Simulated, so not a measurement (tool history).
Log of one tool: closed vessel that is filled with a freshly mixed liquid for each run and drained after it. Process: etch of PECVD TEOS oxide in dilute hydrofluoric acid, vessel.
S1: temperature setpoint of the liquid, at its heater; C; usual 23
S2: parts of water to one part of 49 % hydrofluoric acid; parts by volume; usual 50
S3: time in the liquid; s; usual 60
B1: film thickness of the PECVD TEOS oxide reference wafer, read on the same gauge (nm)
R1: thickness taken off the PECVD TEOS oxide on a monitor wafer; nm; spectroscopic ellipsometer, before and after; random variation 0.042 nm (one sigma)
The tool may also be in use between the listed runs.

| run | hour | S1 | S2 | S3 | B1 | R1 |
|---|---|---|---|---|---|---|
| 1 | 0 | 23 | 50 | 60 | 120 | 12.92 |
| 2 | 49.6 | 23 | 50 | 60 | 120 | 12.89 |
| 3 | 87.6 | 23 | 50 | 60 | 120 | 12.95 |
| 4 | 178.6 | 23 | 50 | 60 | 119.96 | 12.88 |
| 5 | 240.7 | 23 | 50 | 60 | 120.01 | 12.86 |
| 6 | 330.3 | 23 | 50 | 60 | 120 | 12.83 |
| 7 | 428 | 21 | 50 | 60 | 120.02 | 11.74 |
| 8 | 481.3 | 23 | 50 | 60 | 119.98 | 12.81 |
| 9 | 552.6 | 19.5 | 50 | 60 | 120.02 | 11 |
| 10 | 613.7 | 19.5 | 50 | 60 | 119.97 | 11.01 |
| 11 | 672.1 | 19.5 | 50 | 60 | 119.98 | 10.97 |
| 12 | 735.4 | 23 | 65 | 60 | 120 | 9.58 |
|  | 753 | hydrofluoric acid flow meter replaced |
| 13 | 780.9 | 23 | 45 | 75 | 120.02 | 18.67 |
| 14 | 852.1 | 23 | 50 | 60 | 119.99 | 13.41 |
| 15 | 904.2 | 23 | 75 | 60 | 119.96 | 8.63 |
| 16 | 1002.4 | 19.5 | 35 | 40 | 119.99 | 11.15 |
| 17 | 1180.1 | 19.5 | 30 | 70 | 120.04 | 22.78 |
| 18 | 1275.8 | 28 | 50 | 60 | 119.99 | 16.12 |
|  | 1290.1 | thermometer replaced |
| 19 | 1322.4 | 18.5 | 50 | 60 | 120.04 | 10.94 |
| 20 | 1363.9 | 26 | 70 | 35 | 120 | 6.05 |
|  | 1392.8 | gauge calibrated |
| 21 | 1405.7 | 18 | 35 | 90 | 119.98 | 23.27 |
| 22 | 1508.7 | 25.5 | 50 | 60 | 119.97 | 14.56 |
| 23 | 1550.7 | 23 | 50 | 60 | 120.01 | 13.09 |
| 24 | 1590 | 19.5 | 35 | 40 | 120 | 10.98 |
| 25 | 1759.9 | 23 | 50 | 60 | 120 | 13.03 |

Forecast each of these 5 alternatives for the next run:
| A | 1760.6 | 26 | 50 | 60 | ? | ? |
| B | 1760.6 | 28 | 25 | 40 | ? | ? |
| C | 1760.6 | 19.5 | 35 | 70 | ? | ? |
| D | 1760.6 | 19.5 | 25 | 70 | ? | ? |
| E | 1760.6 | 24.5 | 45 | 45 | ? | ? |

| run | B1 | R1 |
|---|---|---|
| A | 119.99 | 14.72 |
| B | 119.99 | 22.09 |
| C | 119.99 | 19.07 |
| D | 119.99 | 27.03 |
| E | 119.99 | 11.62 |
Without the tool's hidden state the same runs would have given:
| run | R1 |
|---|---|
| A | 15.21 |
| B | 22.8 |
| C | 19.69 |
| D | 27.9 |
| E | 12 |
